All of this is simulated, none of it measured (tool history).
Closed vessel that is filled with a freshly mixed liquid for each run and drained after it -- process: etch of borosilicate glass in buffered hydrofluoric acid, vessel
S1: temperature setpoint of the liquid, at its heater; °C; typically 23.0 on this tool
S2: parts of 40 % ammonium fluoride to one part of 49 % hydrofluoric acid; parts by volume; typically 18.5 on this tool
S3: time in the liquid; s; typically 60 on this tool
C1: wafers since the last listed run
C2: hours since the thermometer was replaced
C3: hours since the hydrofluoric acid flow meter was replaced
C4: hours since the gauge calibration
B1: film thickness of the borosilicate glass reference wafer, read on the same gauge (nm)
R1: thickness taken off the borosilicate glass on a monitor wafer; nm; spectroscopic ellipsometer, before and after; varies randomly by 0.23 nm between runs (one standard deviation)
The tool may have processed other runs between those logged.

run 1 day=0.000 | S1=23.0 S2=18.5 S3=60 | C1=0 C2=1668.2 C3=226.0 C4=493.0 | B1=110.02 | R1=35.74
run 2 day=4.204 | S1=23.0 S2=18.5 S3=60 | C1=12682 C2=1769.1 C3=326.9 C4=593.9 | B1=109.98 | R1=35.14
run 3 day=5.921 | S1=23.0 S2=18.5 S3=60 | C1=5178 C2=1810.3 C3=368.1 C4=635.1 | B1=109.99 | R1=35.43
run 4 day=9.396 | S1=23.0 S2=18.5 S3=60 | C1=10482 C2=1893.7 C3=451.5 C4=718.5 | B1=109.98 | R1=35.40
-- day=10.075 hydrofluoric acid flow meter replaced
run 5 day=11.588 | S1=23.0 S2=18.5 S3=60 | C1=6485 C2=1946.3 C3=36.3 C4=771.1 | B1=110.00 | R1=35.88
run 6 day=13.458 | S1=23.0 S2=18.5 S3=60 | C1=5643 C2=1991.2 C3=81.2 C4=816.0 | B1=110.02 | R1=36.11
run 7 day=16.429 | S1=23.0 S2=18.5 S3=60 | C1=8962 C2=2062.5 C3=152.5 C4=887.3 | B1=109.98 | R1=35.71
run 8 day=18.833 | S1=23.0 S2=18.5 S3=60 | C1=7252 C2=2120.2 C3=210.2 C4=945.0 | B1=109.99 | R1=35.98
run 9 day=21.642 | S1=23.0 S2=18.5 S3=60 | C1=8471 C2=2187.6 C3=277.6 C4=1012.4 | B1=110.03 | R1=35.27
-- day=28.721 hydrofluoric acid flow meter replaced
run 10 day=33.758 | S1=23.0 S2=18.5 S3=60 | C1=36426 C2=2478.4 C3=120.9 C4=1303.2 | B1=109.99 | R1=36.00
run 11 day=37.021 | S1=23.0 S2=18.5 S3=60 | C1=9841 C2=2556.7 C3=199.2 C4=1381.5 | B1=109.99 | R1=35.62
run 12 day=38.788 | S1=23.0 S2=18.5 S3=60 | C1=5329 C2=2599.1 C3=241.6 C4=1423.9 | B1=110.01 | R1=35.08
-- day=42.888 thermometer replaced
run 13 day=43.121 | S1=23.0 S2=18.5 S3=60 | C1=12946 C2=5.6 C3=345.6 C4=1527.9 | B1=109.99 | R1=35.37
run 14 day=47.150 | S1=23.0 S2=18.5 S3=60 | C1=12154 C2=102.3 C3=442.3 C4=1624.6 | B1=109.99 | R1=34.97
run 15 day=49.133 | S1=28.0 S2=26.0 S3=30 | C1=5983 C2=149.9 C3=489.9 C4=1672.2 | B1=110.01 | R1=17.78
-- day=49.200 hydrofluoric acid flow meter replaced
run 16 day=51.017 | S1=23.0 S2=18.5 S3=60 | C1=5555 C2=195.1 C3=43.6 C4=1717.4 | B1=110.00 | R1=36.04
run 17 day=54.983 | S1=23.0 S2=25.0 S3=45 | C1=11966 C2=290.3 C3=138.8 C4=1812.6 | B1=110.02 | R1=21.28
-- day=55.725 gauge calibrated
run 18 day=57.346 | S1=24.5 S2=18.5 S3=60 | C1=7126 C2=347.0 C3=195.5 C4=38.9 | B1=109.99 | R1=38.66
run 19 day=68.338 | S1=25.5 S2=16.0 S3=70 | C1=33158 C2=610.8 C3=459.3 C4=302.7 | B1=109.99 | R1=54.24
-- day=70.058 hydrofluoric acid flow meter replaced
run 20 day=71.158 | S1=25.0 S2=14.5 S3=85 | C1=8383 C2=678.5 C3=26.4 C4=370.4 | B1=109.98 | R1=72.89
run 21 day=74.925 | S1=23.0 S2=18.5 S3=75 | C1=11362 C2=768.9 C3=116.8 C4=460.8 | B1=110.00 | R1=44.80
run 22 day=76.575 | S1=23.0 S2=18.5 S3=60 | C1=4977 C2=808.5 C3=156.4 C4=500.4 | B1=110.04 | R1=36.26
run 23 day=79.800 | S1=23.0 S2=18.5 S3=60 | C1=9728 C2=885.9 C3=233.8 C4=577.8 | B1=109.99 | R1=35.94
run 24 day=84.262 | S1=23.0 S2=18.5 S3=50 | C1=13461 C2=993.0 C3=340.9 C4=684.9 | B1=110.00 | R1=29.97
run 25 day=86.192 | S1=19.5 S2=18.5 S3=60 | C1=5819 C2=1039.3 C3=387.2 C4=731.2 | B1=109.99 | R1=29.13
run 26 day=87.921 | S1=20.5 S2=18.5 S3=85 | C1=5216 C2=1080.8 C3=428.7 C4=772.7 | B1=110.00 | R1=43.37

Consider 5 possible next runs. They are alternatives, not a sequence: every one starts from the tool as it was left by run 26. What does each give?
run A day=87.950 | S1=23.0 S2=18.5 S3=60 | C1=87 C2=1081.5 C3=429.4 C4=773.4 | B1=? | R1=?
run B day=87.950 | S1=23.0 S2=18.5 S3=45 | C1=87 C2=1081.5 C3=429.4 C4=773.4 | B1=? | R1=?
run C day=87.950 | S1=24.5 S2=24.5 S3=45 | C1=87 C2=1081.5 C3=429.4 C4=773.4 | B1=? | R1=?
run D day=87.950 | S1=26.5 S2=20.5 S3=60 | C1=87 C2=1081.5 C3=429.4 C4=773.4 | B1=? | R1=?
run E day=87.950 | S1=23.0 S2=18.5 S3=85 | C1=87 C2=1081.5 C3=429.4 C4=773.4 | B1=? | R1=?

run=A B1=109.99 R1=35.39
run=B B1=109.99 R1=26.54
run=C B1=109.99 R1=23.33
run=D B1=109.99 R1=39.17
run=E B1=109.99 R1=50.14
With the hidden condition removed and each run's random variation left untouched, the same runs would have given:
run=A R1=36.36
run=B R1=27.27
run=C R1=23.78
run=D R1=39.91
run=E R1=51.51

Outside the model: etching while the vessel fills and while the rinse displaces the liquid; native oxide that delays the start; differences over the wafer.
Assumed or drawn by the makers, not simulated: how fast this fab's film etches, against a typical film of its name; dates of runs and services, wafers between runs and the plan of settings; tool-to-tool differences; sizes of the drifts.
